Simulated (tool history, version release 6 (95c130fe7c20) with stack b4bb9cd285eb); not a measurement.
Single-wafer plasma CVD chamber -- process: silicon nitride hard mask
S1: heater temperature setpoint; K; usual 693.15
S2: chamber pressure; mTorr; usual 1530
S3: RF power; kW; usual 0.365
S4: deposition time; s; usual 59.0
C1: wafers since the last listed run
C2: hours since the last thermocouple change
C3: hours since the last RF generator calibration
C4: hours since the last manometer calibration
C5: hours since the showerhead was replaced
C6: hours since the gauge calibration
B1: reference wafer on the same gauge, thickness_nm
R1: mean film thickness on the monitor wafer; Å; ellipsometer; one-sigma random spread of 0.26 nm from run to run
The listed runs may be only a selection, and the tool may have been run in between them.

{"run": 1, "day": 0.0, "S1": 698.15, "S2": 1530, "S3": 0.365, "S4": 64.9, "C1": 0, "C2": 726.0, "C3": 1234.8, "C4": 2315.7, "C5": 1748.7, "C6": 764.1, "B1": 92.206, "R1": 876.25}
{"run": 2, "day": 2.754, "S1": 698.15, "S2": 1530, "S3": 0.365, "S4": 64.9, "C1": 1093, "C2": 792.1, "C3": 1300.9, "C4": 2381.8, "C5": 1814.8, "C6": 830.2, "B1": 92.034, "R1": 876.85}
{"run": 3, "day": 4.875, "S1": 693.15, "S2": 1530, "S3": 0.39, "S4": 59.0, "C1": 841, "C2": 843.0, "C3": 1351.8, "C4": 2432.7, "C5": 1865.7, "C6": 881.1, "B1": 92.026, "R1": 827.77}
{"run": 4, "day": 6.783, "S1": 700.15, "S2": 1530, "S3": 0.365, "S4": 59.0, "C1": 757, "C2": 888.8, "C3": 1397.6, "C4": 2478.5, "C5": 1911.5, "C6": 926.9, "B1": 92.033, "R1": 793.53}
{"run": 5, "day": 9.75, "S1": 700.15, "S2": 1530, "S3": 0.365, "S4": 59.0, "C1": 1177, "C2": 960.0, "C3": 1468.8, "C4": 2549.7, "C5": 1982.7, "C6": 998.1, "B1": 92.152, "R1": 793.62}
{"run": 6, "day": 12.404, "S1": 693.15, "S2": 1620, "S3": 0.365, "S4": 52.1, "C1": 1053, "C2": 1023.7, "C3": 1532.5, "C4": 2613.4, "C5": 2046.4, "C6": 1061.8, "B1": 92.091, "R1": 714.24}
{"run": 7, "day": 16.946, "S1": 693.15, "S2": 1620, "S3": 0.365, "S4": 52.1, "C1": 1802, "C2": 1132.7, "C3": 1641.5, "C4": 2722.4, "C5": 2155.4, "C6": 1170.8, "B1": 92.085, "R1": 716.46}
{"day": 19.838, "done": "gauge calibrated"}
{"day": 20.846, "done": "showerhead replaced"}
{"run": 8, "day": 21.083, "S1": 693.15, "S2": 1620, "S3": 0.365, "S4": 52.1, "C1": 1509, "C2": 1232.0, "C3": 1740.8, "C4": 2821.7, "C5": 5.7, "C6": 29.9, "B1": 92.13, "R1": 716.72}
{"day": 22.4, "done": "capacitance manometer re-zeroed and calibrated"}
{"run": 9, "day": 23.079, "S1": 693.15, "S2": 1530, "S3": 0.365, "S4": 59.0, "C1": 659, "C2": 1279.9, "C3": 1788.7, "C4": 16.3, "C5": 53.6, "C6": 77.8, "B1": 92.068, "R1": 779.16}
{"run": 10, "day": 24.975, "S1": 693.15, "S2": 1530, "S3": 0.365, "S4": 59.0, "C1": 752, "C2": 1325.4, "C3": 1834.2, "C4": 61.8, "C5": 99.1, "C6": 123.3, "B1": 92.102, "R1": 778.86}
{"run": 11, "day": 27.012, "S1": 693.15, "S2": 1530, "S3": 0.365, "S4": 65.0, "C1": 808, "C2": 1374.3, "C3": 1883.1, "C4": 110.7, "C5": 148.0, "C6": 172.2, "B1": 92.096, "R1": 859.26}
{"run": 12, "day": 30.004, "S1": 693.15, "S2": 1530, "S3": 0.365, "S4": 65.0, "C1": 1187, "C2": 1446.1, "C3": 1954.9, "C4": 182.5, "C5": 219.8, "C6": 244.0, "B1": 91.967, "R1": 855.52}
{"day": 31.408, "done": "thermocouple changed; heater temperature recalibrated"}
{"run": 13, "day": 32.858, "S1": 679.15, "S2": 1300, "S3": 0.365, "S4": 59.0, "C1": 1000, "C2": 34.8, "C3": 2023.4, "C4": 251.0, "C5": 288.3, "C6": 312.5, "B1": 92.252, "R1": 738.84}
{"run": 14, "day": 35.579, "S1": 703.15, "S2": 1530, "S3": 0.365, "S4": 59.0, "C1": 1079, "C2": 100.1, "C3": 2088.7, "C4": 316.3, "C5": 353.6, "C6": 377.8, "B1": 92.15, "R1": 774.96}
{"day": 38.317, "done": "RF generator calibrated"}
{"run": 15, "day": 38.338, "S1": 693.15, "S2": 1530, "S3": 0.365, "S4": 59.0, "C1": 962, "C2": 166.3, "C3": 0.5, "C4": 382.5, "C5": 419.8, "C6": 444.0, "B1": 92.185, "R1": 802.13}
{"run": 16, "day": 39.55, "S1": 693.15, "S2": 1530, "S3": 0.365, "S4": 68.3, "C1": 481, "C2": 195.4, "C3": 29.6, "C4": 411.6, "C5": 448.9, "C6": 473.1, "B1": 92.198, "R1": 925.75}
{"run": 17, "day": 42.35, "S1": 693.15, "S2": 1530, "S3": 0.365, "S4": 59.0, "C1": 1111, "C2": 262.6, "C3": 96.8, "C4": 478.8, "C5": 516.1, "C6": 540.3, "B1": 92.14, "R1": 795.03}
{"run": 18, "day": 44.117, "S1": 686.15, "S2": 1530, "S3": 0.365, "S4": 59.0, "C1": 701, "C2": 305.0, "C3": 139.2, "C4": 521.2, "C5": 558.5, "C6": 582.7, "B1": 92.18, "R1": 792.72}
{"run": 19, "day": 45.846, "S1": 689.15, "S2": 1530, "S3": 0.405, "S4": 59.0, "C1": 686, "C2": 346.5, "C3": 180.7, "C4": 562.7, "C5": 600.0, "C6": 624.2, "B1": 92.088, "R1": 853.82}
{"run": 20, "day": 47.979, "S1": 689.15, "S2": 1740, "S3": 0.31, "S4": 59.0, "C1": 846, "C2": 397.7, "C3": 231.9, "C4": 613.9, "C5": 651.2, "C6": 675.4, "B1": 92.13, "R1": 735.0}
{"run": 21, "day": 50.95, "S1": 693.15, "S2": 1530, "S3": 0.365, "S4": 59.0, "C1": 1179, "C2": 469.0, "C3": 303.2, "C4": 685.2, "C5": 722.5, "C6": 746.7, "B1": 92.212, "R1": 793.36}
{"run": 22, "day": 53.704, "S1": 703.15, "S2": 1740, "S3": 0.42, "S4": 59.0, "C1": 1093, "C2": 535.1, "C3": 369.3, "C4": 751.3, "C5": 788.6, "C6": 812.8, "B1": 92.194, "R1": 901.4}
{"run": 23, "day": 55.408, "S1": 680.15, "S2": 1790, "S3": 0.42, "S4": 68.9, "C1": 676, "C2": 576.0, "C3": 410.2, "C4": 792.2, "C5": 829.5, "C6": 853.7, "B1": 92.109, "R1": 1072.34}
{"run": 24, "day": 57.867, "S1": 693.15, "S2": 1890, "S3": 0.365, "S4": 64.1, "C1": 975, "C2": 635.0, "C3": 469.2, "C4": 851.2, "C5": 888.5, "C6": 912.7, "B1": 92.054, "R1": 916.05}
{"run": 25, "day": 60.304, "S1": 693.15, "S2": 1410, "S3": 0.365, "S4": 59.0, "C1": 967, "C2": 693.5, "C3": 527.7, "C4": 909.7, "C5": 947.0, "C6": 971.2, "B1": 92.19, "R1": 764.4}
{"run": 26, "day": 61.525, "S1": 682.15, "S2": 1530, "S3": 0.365, "S4": 59.0, "C1": 484, "C2": 722.8, "C3": 557.0, "C4": 939.0, "C5": 976.3, "C6": 1000.5, "B1": 92.106, "R1": 787.32}
{"run": 27, "day": 64.504, "S1": 686.15, "S2": 1530, "S3": 0.295, "S4": 59.0, "C1": 1182, "C2": 794.3, "C3": 628.5, "C4": 1010.5, "C5": 1047.8, "C6": 1072.0, "B1": 92.045, "R1": 670.01}
{"run": 28, "day": 66.542, "S1": 693.15, "S2": 1370, "S3": 0.365, "S4": 70.1, "C1": 808, "C2": 843.2, "C3": 677.4, "C4": 1059.4, "C5": 1096.7, "C6": 1120.9, "B1": 92.013, "R1": 907.34}

What if the next run were any one of these 5? Each begins from the tool's condition after run 28:
{"run": "A", "day": 66.558, "S1": 693.15, "S2": 1530, "S3": 0.365, "S4": 59.0, "C1": 6, "C2": 843.6, "C3": 677.8, "C4": 1059.8, "C5": 1097.1, "C6": 1121.3, "B1": "?", "R1": "?"}
{"run": "B", "day": 66.558, "S1": 693.15, "S2": 1530, "S3": 0.365, "S4": 49.0, "C1": 6, "C2": 843.6, "C3": 677.8, "C4": 1059.8, "C5": 1097.1, "C6": 1121.3, "B1": "?", "R1": "?"}
{"run": "C", "day": 66.558, "S1": 679.15, "S2": 1170, "S3": 0.39, "S4": 64.5, "C1": 6, "C2": 843.6, "C3": 677.8, "C4": 1059.8, "C5": 1097.1, "C6": 1121.3, "B1": "?", "R1": "?"}
{"run": "D", "day": 66.558, "S1": 699.15, "S2": 1530, "S3": 0.365, "S4": 59.0, "C1": 6, "C2": 843.6, "C3": 677.8, "C4": 1059.8, "C5": 1097.1, "C6": 1121.3, "B1": "?", "R1": "?"}
{"run": "E", "day": 66.558, "S1": 679.15, "S2": 1850, "S3": 0.39, "S4": 51.4, "C1": 6, "C2": 843.6, "C3": 677.8, "C4": 1059.8, "C5": 1097.1, "C6": 1121.3, "B1": "?", "R1": "?"}

run=A B1=92.093 R1=785.47
run=B B1=92.093 R1=652.56
run=C B1=92.093 R1=828.14
run=D B1=92.093 R1=783.05
run=E B1=92.093 R1=765.72
Without the tool's unlogged condition, the same runs would have read:
run=A R1=801.47
run=B R1=665.85
run=C R1=843.91
run=D R1=799.00
run=E R1=781.21

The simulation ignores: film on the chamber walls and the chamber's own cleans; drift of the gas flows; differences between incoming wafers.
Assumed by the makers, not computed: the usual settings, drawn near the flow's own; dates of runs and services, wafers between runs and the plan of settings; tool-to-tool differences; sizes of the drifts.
